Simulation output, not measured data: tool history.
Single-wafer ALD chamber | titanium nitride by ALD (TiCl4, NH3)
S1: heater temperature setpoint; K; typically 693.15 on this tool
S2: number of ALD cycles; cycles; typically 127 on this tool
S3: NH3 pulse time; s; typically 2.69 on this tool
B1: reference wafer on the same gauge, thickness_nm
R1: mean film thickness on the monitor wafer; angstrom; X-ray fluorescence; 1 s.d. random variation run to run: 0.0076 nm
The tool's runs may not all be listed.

run 1 hour=0.0 | S1=693.15 S2=127 S3=2.69 | B1=3.318 | R1=30.59
run 2 hour=20.2 | S1=693.15 S2=127 S3=2.69 | B1=3.312 | R1=30.43
run 3 hour=41.5 | S1=693.15 S2=127 S3=2.69 | B1=3.303 | R1=30.40
run 4 hour=132.6 | S1=693.15 S2=127 S3=2.69 | B1=3.286 | R1=30.33
run 5 hour=148.7 | S1=693.15 S2=127 S3=2.69 | B1=3.280 | R1=30.16
run 6 hour=179.7 | S1=693.15 S2=127 S3=2.69 | B1=3.277 | R1=30.34
run 7 hour=208.8 | S1=693.15 S2=127 S3=2.69 | B1=3.277 | R1=30.26
run 8 hour=241.9 | S1=693.15 S2=127 S3=2.69 | B1=3.271 | R1=30.07
run 9 hour=266.3 | S1=693.15 S2=127 S3=2.69 | B1=3.272 | R1=30.01
run 10 hour=291.9 | S1=693.15 S2=127 S3=2.69 | B1=3.270 | R1=30.14
run 11 hour=317.1 | S1=693.15 S2=127 S3=2.69 | B1=3.266 | R1=30.18
run 12 hour=348.8 | S1=693.15 S2=113 S3=2.69 | B1=3.268 | R1=26.70
run 13 hour=377.4 | S1=702.15 S2=127 S3=2.69 | B1=3.264 | R1=30.00
-- hour=414.1 thermocouple changed; heater temperature recalibrated
run 14 hour=414.6 | S1=705.15 S2=127 S3=2.04 | B1=3.264 | R1=29.90
run 15 hour=447.7 | S1=693.15 S2=127 S3=3.01 | B1=3.264 | R1=30.15
-- hour=457.5 gauge calibrated
run 16 hour=479.7 | S1=693.15 S2=127 S3=2.11 | B1=3.324 | R1=30.54
-- hour=504.1 showerhead replaced
run 17 hour=504.6 | S1=693.15 S2=127 S3=2.69 | B1=3.316 | R1=30.59
run 18 hour=524.9 | S1=703.15 S2=105 S3=2.03 | B1=3.309 | R1=25.17
run 19 hour=551.3 | S1=687.15 S2=127 S3=2.69 | B1=3.304 | R1=30.33
run 20 hour=570.0 | S1=693.15 S2=127 S3=2.69 | B1=3.298 | R1=30.47
run 21 hour=593.8 | S1=693.15 S2=127 S3=2.42 | B1=3.294 | R1=30.30
run 22 hour=612.9 | S1=681.15 S2=127 S3=2.69 | B1=3.288 | R1=30.27
run 23 hour=631.7 | S1=704.15 S2=105 S3=3.62 | B1=3.287 | R1=25.16
run 24 hour=643.7 | S1=693.15 S2=127 S3=2.69 | B1=3.286 | R1=30.46
run 25 hour=666.3 | S1=693.15 S2=127 S3=2.33 | B1=3.282 | R1=30.29
run 26 hour=678.8 | S1=680.15 S2=113 S3=3.12 | B1=3.281 | R1=26.86
run 27 hour=691.8 | S1=693.15 S2=127 S3=2.69 | B1=3.276 | R1=30.34

Branching from run 27: 5 alternative next runs. What would each branch give?
run A hour=692.5 | S1=693.15 S2=110 S3=2.69 | B1=? | R1=?
run B hour=692.5 | S1=703.15 S2=115 S3=2.69 | B1=? | R1=?
run C hour=692.5 | S1=684.15 S2=127 S3=3.23 | B1=? | R1=?
run D hour=692.5 | S1=682.15 S2=127 S3=2.17 | B1=? | R1=?
run E hour=692.5 | S1=682.15 S2=118 S3=2.69 | B1=? | R1=?

run=A B1=3.280 R1=26.06
run=B B1=3.280 R1=27.26
run=C B1=3.280 R1=30.13
run=D B1=3.280 R1=29.87
run=E B1=3.280 R1=27.88
With the hidden condition removed and each run's random variation left untouched, the same runs would have given:
run=A R1=26.38
run=B R1=27.59
run=C R1=30.49
run=D R1=30.23
run=E R1=28.22

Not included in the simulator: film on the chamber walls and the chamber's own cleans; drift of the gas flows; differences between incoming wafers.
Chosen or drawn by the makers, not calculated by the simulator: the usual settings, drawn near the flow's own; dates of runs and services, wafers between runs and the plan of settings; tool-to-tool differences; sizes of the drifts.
